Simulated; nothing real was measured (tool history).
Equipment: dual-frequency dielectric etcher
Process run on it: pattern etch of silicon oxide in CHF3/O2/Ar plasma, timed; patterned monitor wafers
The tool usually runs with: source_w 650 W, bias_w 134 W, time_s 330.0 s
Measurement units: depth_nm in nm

run,day,source_w,bias_w,time_s,wafers since the last listed run,hours since the last wet clean,hours since the last source power generator calibration,hours since the last bias power generator calibration,hours since the last upper electrode change,hours since the gauge calibration,"read-back reference wafer on the same gauge, depth_nm",depth_nm
1,0.000,650,134,330.0,0,72.2,52.5,9.5,113.5,925.1,656.6,601.3
2,0.854,650,134,330.0,140,92.7,73.0,30.0,134.0,945.6,657.6,599.7
3,1.371,650,134,330.0,84,105.1,85.4,42.4,146.4,958.0,656.4,598.3
4,2.404,650,134,330.0,169,129.9,110.2,67.2,171.2,982.8,656.8,600.5
5,3.483,650,134,330.0,177,155.8,136.1,93.1,197.1,1008.7,657.0,597.7
6,4.767,520,105,391.5,210,186.6,166.9,123.9,227.9,1039.5,656.7,590.7
7,6.225,650,111,361.0,239,221.6,201.9,158.9,262.9,1074.5,656.0,605.5
8,7.504,700,150,372.0,209,252.3,232.6,189.6,293.6,1105.2,657.0,724.7
9,8.742,810,144,426.5,203,282.0,262.3,219.3,323.3,1134.9,657.7,855.0
10,9.367,650,134,330.0,102,297.0,277.3,234.3,338.3,1149.9,657.0,594.8
11,10.379,540,134,240.5,166,321.3,301.6,258.6,362.6,1174.2,656.7,405.4
12,11.275,510,164,330.0,146,342.8,323.1,280.1,384.1,1195.7,656.7,589.1
13,14.771,650,143,244.5,573,426.7,407.0,364.0,468.0,1279.6,657.2,448.8
14,15.838,650,134,289.5,174,452.3,432.6,389.6,493.6,1305.2,656.4,519.5
15,17.258,600,153,358.5,233,486.4,466.7,423.7,527.7,1339.3,657.0,655.5
16,17.892,570,143,330.0,103,501.6,481.9,438.9,542.9,1354.5,657.2,574.9
# day 17.942: gauge calibrated
17,19.333,540,155,355.0,236,536.2,516.5,473.5,577.5,33.4,656.6,624.7
# day 20.396: wet clean of the chamber
18,20.417,750,115,385.5,13,0.5,542.5,499.5,603.5,59.4,657.4,692.6
19,21.221,560,134,361.5,131,19.8,561.8,518.8,622.8,78.7,657.9,621.3
20,22.517,540,134,377.0,212,50.9,592.9,549.9,653.9,109.8,657.2,635.0
21,23.142,800,148,395.0,102,65.9,607.9,564.9,668.9,124.8,656.9,800.3
22,24.242,650,134,417.0,180,92.3,634.3,591.3,695.3,151.2,657.3,751.1
23,25.283,730,155,365.5,170,117.3,659.3,616.3,720.3,176.2,657.5,723.2
24,25.946,650,134,330.0,108,133.2,675.2,632.2,736.2,192.1,657.4,592.2
25,27.067,690,144,370.5,183,160.1,702.1,659.1,763.1,219.0,656.7,697.5
26,28.367,650,134,330.0,213,191.3,733.3,690.3,794.3,250.2,657.8,593.1
27,29.079,550,112,266.5,116,208.4,750.4,707.4,811.4,267.3,656.6,417.4
28,30.508,810,144,426.5,234,242.7,784.7,741.7,845.7,301.6,657.2,846.0
29,31.892,650,157,330.0,226,275.9,817.9,774.9,878.9,334.8,656.4,622.7
30,33.217,650,134,330.0,217,307.7,849.7,806.7,910.7,366.6,656.5,587.2

Each row is a separate what-if for the run after 30, all from the same tool condition, not one after another. Results?
A,33.238,650,134,330.0,3,308.2,850.2,807.2,911.2,367.1,?,?
B,33.238,590,109,380.0,3,308.2,850.2,807.2,911.2,367.1,?,?
C,33.238,800,134,365.0,3,308.2,850.2,807.2,911.2,367.1,?,?
D,33.238,650,163,232.5,3,308.2,850.2,807.2,911.2,367.1,?,?

run,"read-back reference wafer on the same gauge, depth_nm",depth_nm
A,657.9,585.3
B,657.9,598.4
C,657.9,698.1
D,657.9,446.4
The same runs, with their run-to-run variation unchanged, on a tool lacking any hidden condition would have given:
run,depth_nm
A,600.4
B,613.9
C,716.2
D,457.9

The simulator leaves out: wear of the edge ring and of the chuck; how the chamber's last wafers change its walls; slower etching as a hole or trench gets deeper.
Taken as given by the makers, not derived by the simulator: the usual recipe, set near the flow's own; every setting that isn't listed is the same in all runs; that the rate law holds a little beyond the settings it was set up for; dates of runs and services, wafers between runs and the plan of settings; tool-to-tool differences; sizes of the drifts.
